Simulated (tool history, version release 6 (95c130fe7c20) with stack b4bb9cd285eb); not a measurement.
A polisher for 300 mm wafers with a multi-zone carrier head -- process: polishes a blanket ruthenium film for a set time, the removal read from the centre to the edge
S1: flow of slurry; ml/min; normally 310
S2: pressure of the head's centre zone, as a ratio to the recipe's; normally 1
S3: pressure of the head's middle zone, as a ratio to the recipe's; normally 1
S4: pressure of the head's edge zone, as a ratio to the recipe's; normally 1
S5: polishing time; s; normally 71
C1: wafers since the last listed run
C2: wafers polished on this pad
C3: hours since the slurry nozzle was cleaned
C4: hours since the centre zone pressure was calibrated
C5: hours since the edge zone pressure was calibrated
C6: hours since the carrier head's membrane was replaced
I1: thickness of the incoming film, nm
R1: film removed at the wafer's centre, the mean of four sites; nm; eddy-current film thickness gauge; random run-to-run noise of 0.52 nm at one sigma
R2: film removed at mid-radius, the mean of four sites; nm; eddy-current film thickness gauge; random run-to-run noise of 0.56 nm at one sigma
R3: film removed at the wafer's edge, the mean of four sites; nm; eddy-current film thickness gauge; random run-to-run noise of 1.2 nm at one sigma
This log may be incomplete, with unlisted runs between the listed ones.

run 1 day=0 | S1=310 S2=1 S3=1 S4=1 S5=71 | C1=0 C2=1984 C3=587 C4=1076.9 C5=518.8 C6=389.8 | I1=560.1 | R1=80.7 R2=86 R3=85.1
-- day=2.025 slurry nozzle cleaned
run 2 day=2.279 | S1=250 S2=1 S3=1.06 S4=1 S5=71 | C1=613 C2=2597 C3=6.1 C4=1131.6 C5=573.5 C6=444.5 | I1=560.4 | R1=77.5 R2=89.1 R3=82.3
-- day=5.721 edge zone pressure recalibrated
run 3 day=5.771 | S1=250 S2=1 S3=1.06 S4=1 S5=71 | C1=933 C2=3531 C3=89.9 C4=1215.4 C5=1.2 C6=528.3 | I1=555.9 | R1=77.4 R2=87.8 R3=82
run 4 day=8.758 | S1=310 S2=0.97 S3=1 S4=1 S5=71 | C1=818 C2=4350 C3=161.6 C4=1287.1 C5=72.9 C6=600 | I1=557.8 | R1=75.8 R2=84.4 R3=83.7
run 5 day=11.825 | S1=310 S2=0.97 S3=1 S4=1 S5=71 | C1=840 C2=5190 C3=235.2 C4=1360.7 C5=146.5 C6=673.6 | I1=550.1 | R1=75.3 R2=84.1 R3=81.7
-- day=15.938 centre zone pressure recalibrated
-- day=18.042 worn pad replaced by a new one
run 6 day=21.496 | S1=310 S2=0.96 S3=1.08 S4=1 S5=90 | C1=2581 C2=946 C3=467.3 C4=133.4 C5=378.6 C6=905.7 | I1=564.1 | R1=102.3 R2=116.8 R3=104.6
-- day=24.954 slurry nozzle cleaned
run 7 day=25.2 | S1=215 S2=1 S3=0.94 S4=1.08 S5=50 | C1=1003 C2=1950 C3=5.9 C4=222.3 C5=467.5 C6=994.6 | I1=558.9 | R1=55.4 R2=55 R3=58.7
run 8 day=28.258 | S1=310 S2=1 S3=0.9 S4=1 S5=71 | C1=838 C2=2788 C3=79.3 C4=295.7 C5=540.9 C6=1068 | I1=550.8 | R1=82.6 R2=78.1 R3=83.6
run 9 day=32.521 | S1=245 S2=1 S3=0.96 S4=1 S5=92 | C1=1167 C2=3956 C3=181.6 C4=398 C5=643.2 C6=1170.3 | I1=561.7 | R1=101 R2=102.1 R3=105.2
-- day=34.371 carrier head's membrane replaced by a new one
-- day=39.975 edge zone pressure recalibrated
run 10 day=45.708 | S1=310 S2=1 S3=1 S4=1 S5=71 | C1=3533 C2=7490 C3=498.1 C4=714.5 C5=137.6 C6=272.1 | I1=550.8 | R1=75.8 R2=79.4 R3=77.7
-- day=47.188 worn pad replaced by a new one
run 11 day=48.329 | S1=310 S2=1 S3=1 S4=1 S5=54 | C1=672 C2=312 C3=561 C4=777.4 C5=200.5 C6=335 | I1=563.7 | R1=61.6 R2=66.4 R3=64.4
run 12 day=52.5 | S1=310 S2=1 S3=1 S4=1 S5=71 | C1=1142 C2=1455 C3=661.1 C4=877.5 C5=300.6 C6=435.1 | I1=565.6 | R1=81.1 R2=86.3 R3=84.9
-- day=54.475 slurry nozzle cleaned
run 13 day=56.975 | S1=240 S2=0.94 S3=0.94 S4=1.06 S5=71 | C1=1214 C2=2670 C3=60 C4=984.9 C5=408 C6=542.5 | I1=551.1 | R1=72.7 R2=78.9 R3=83.9
run 14 day=67.658 | S1=310 S2=1.08 S3=1.04 S4=1 S5=48 | C1=2927 C2=5597 C3=316.4 C4=1241.3 C5=664.4 C6=798.9 | I1=547.6 | R1=56.8 R2=58.4 R3=56
run 15 day=70.188 | S1=220 S2=0.89 S3=0.93 S4=1.03 S5=71 | C1=693 C2=6290 C3=377.1 C4=1302 C5=725.1 C6=859.6 | I1=557.5 | R1=65.2 R2=73.1 R3=80.2
-- day=70.575 edge zone pressure recalibrated
-- day=72.442 worn pad replaced by a new one
run 16 day=72.912 | S1=280 S2=1 S3=1.1 S4=1 S5=71 | C1=678 C2=128 C3=442.5 C4=1367.4 C5=56.1 C6=925 | I1=561.9 | R1=79.5 R2=92 R3=86.2
-- day=73.875 centre zone pressure recalibrated
run 17 day=76.129 | S1=310 S2=1 S3=1 S4=1 S5=47 | C1=858 C2=987 C3=519.7 C4=54.1 C5=133.3 C6=1002.2 | I1=552.6 | R1=55.1 R2=56.8 R3=55.9
-- day=78.408 slurry nozzle cleaned
run 18 day=79.742 | S1=310 S2=0.9 S3=1 S4=1 S5=80 | C1=978 C2=1965 C3=32 C4=140.8 C5=220 C6=1088.9 | I1=558.7 | R1=85.6 R2=95.1 R3=95.4
run 19 day=81.371 | S1=310 S2=1.1 S3=1 S4=1.12 S5=55 | C1=446 C2=2412 C3=71.1 C4=179.9 C5=259.1 C6=1128 | I1=563.4 | R1=70.9 R2=65.7 R3=70.5
-- day=83.862 carrier head's membrane replaced by a new one
run 20 day=84.675 | S1=310 S2=1.05 S3=1 S4=1 S5=90 | C1=848 C2=3260 C3=150.4 C4=259.2 C5=338.4 C6=19.5 | I1=561 | R1=109.8 R2=106.7 R3=104.8
run 21 day=86.688 | S1=310 S2=1 S3=1 S4=1 S5=71 | C1=551 C2=3811 C3=198.7 C4=307.5 C5=386.7 C6=67.8 | I1=559.8 | R1=80.2 R2=85 R3=85.1
run 22 day=89.396 | S1=310 S2=1.07 S3=1.04 S4=0.89 S5=71 | C1=742 C2=4554 C3=263.7 C4=372.5 C5=451.7 C6=132.8 | I1=559.5 | R1=85.3 R2=86.6 R3=77.9
run 23 day=91.625 | S1=310 S2=1 S3=1 S4=1 S5=71 | C1=610 C2=5164 C3=317.2 C4=426 C5=505.2 C6=186.3 | I1=560.9 | R1=79.9 R2=82.8 R3=80.1

Branching from run 23: 3 alternative next runs. What would each branch give?
run A day=91.646 | S1=310 S2=1 S3=1 S4=1 S5=78 | C1=5 C2=5170 C3=317.7 C4=426.5 C5=505.7 C6=186.8 | I1=559.3 | R1=? R2=? R3=?
run B day=91.646 | S1=310 S2=0.9 S3=1 S4=1.04 S5=71 | C1=5 C2=5170 C3=317.7 C4=426.5 C5=505.7 C6=186.8 | I1=559.3 | R1=? R2=? R3=?
run C day=91.646 | S1=310 S2=1 S3=1.11 S4=1.07 S5=71 | C1=5 C2=5170 C3=317.7 C4=426.5 C5=505.7 C6=186.8 | I1=559.3 | R1=? R2=? R3=?

run=A R1=88.1 R2=91.6 R3=89.7
run=B R1=72.1 R2=83.4 R3=83.2
run=C R1=80.3 R2=91.1 R3=84.3
Stripped of hidden state, with their random variation kept, the same runs would have yielded:
run=A R1=95.4 R2=96.1 R3=94.1
run=B R1=78.1 R2=87.5 R3=87.3
run=C R1=86.9 R2=95.6 R3=88.5
